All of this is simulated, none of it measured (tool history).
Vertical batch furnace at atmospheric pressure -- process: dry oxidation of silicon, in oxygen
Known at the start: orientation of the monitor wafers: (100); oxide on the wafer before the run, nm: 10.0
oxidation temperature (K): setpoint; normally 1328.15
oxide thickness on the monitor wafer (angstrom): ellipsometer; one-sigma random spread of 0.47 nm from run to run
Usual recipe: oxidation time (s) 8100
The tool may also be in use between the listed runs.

run	hour	oxidation temperature (K)	oxidation time (s)	wafers since the last listed run	hours since the last temperature calibration	hours since the boat lift was adjusted	hours since the gauge calibration	read-back reference wafer on the same gauge, thickness	oxide thickness on the monitor wafer (angstrom)
1	0	1328.15	8100	0	1737.2	2538.9	757.5	117.84	1305.8
2	45.4	1328.15	8100	292	1782.6	2584.3	802.9	117.58	1305.1
3	115.5	1341.15	8100	451	1852.7	2654.4	873	117.71	1439.8
4	167.5	1314.15	8100	335	1904.7	2706.4	925	117.41	1167.5
5	231.8	1314.15	8100	414	1969	2770.7	989.3	117.55	1161.4
6	280.2	1328.15	8100	311	2017.4	2819.1	1037.7	117.66	1297.4
7	347.4	1328.15	8100	433	2084.6	2886.3	1104.9	117.24	1295.6
# hour 369.1: gauge calibrated
8	377.5	1328.15	8100	193	2114.7	2916.4	8.4	121.73	1346
# hour 411.3: thermocouples replaced and temperature profile calibrated
9	411.8	1328.15	8100	66	0.5	2950.7	42.7	121.44	1341.7
# hour 446.3: boat lift adjusted
10	446.7	1328.15	8100	70	35.4	0.4	77.6	121.09	1335.7
11	513.4	1328.15	8100	429	102.1	67.1	144.3	120.57	1336.5
12	545.6	1328.15	8100	207	134.3	99.3	176.5	120.39	1334.2
13	591.7	1313.15	4590	297	180.4	145.4	222.6	120.03	823.9
14	655.3	1340.15	4140	409	244	209	286.2	119.86	957.9
15	692.5	1321.15	4410	239	281.2	246.2	323.4	119.75	853.3
16	726.5	1328.15	6360	219	315.2	280.2	357.4	119.37	1126
17	789	1339.15	11580	402	377.7	342.7	419.9	119.43	1791.3
18	833.7	1341.15	8100	288	422.4	387.4	464.6	119.42	1455.4
19	870	1328.15	6360	233	458.7	423.7	500.9	119.01	1134.9
20	940.6	1328.15	10890	454	529.3	494.3	571.5	118.95	1580.2
21	976.6	1328.15	8100	231	565.3	530.3	607.5	119.07	1312
22	1036.2	1328.15	6600	384	624.9	589.9	667.1	118.68	1150
23	1072	1313.15	6240	230	660.7	625.7	702.9	118.68	982.4
24	1115.7	1328.15	8100	281	704.4	669.4	746.6	118.65	1311.3
25	1162.8	1350.15	9270	303	751.5	716.5	793.7	118.71	1671.5

Forecast each of these 3 alternatives for the next run:
A	1169.5	1328.15	9120	43	758.2	723.2	800.4	?	?
B	1169.5	1339.15	6180	43	758.2	723.2	800.4	?	?
C	1169.5	1341.15	4860	43	758.2	723.2	800.4	?	?

run	read-back reference wafer on the same gauge, thickness	oxide thickness on the monitor wafer (angstrom)
A	118.78	1422.3
B	118.78	1207.2
C	118.78	1053.8
Without the tool's hidden state the same runs would have given:
run	oxide thickness on the monitor wafer (angstrom)
A	1450.8
B	1231.4
C	1074.9
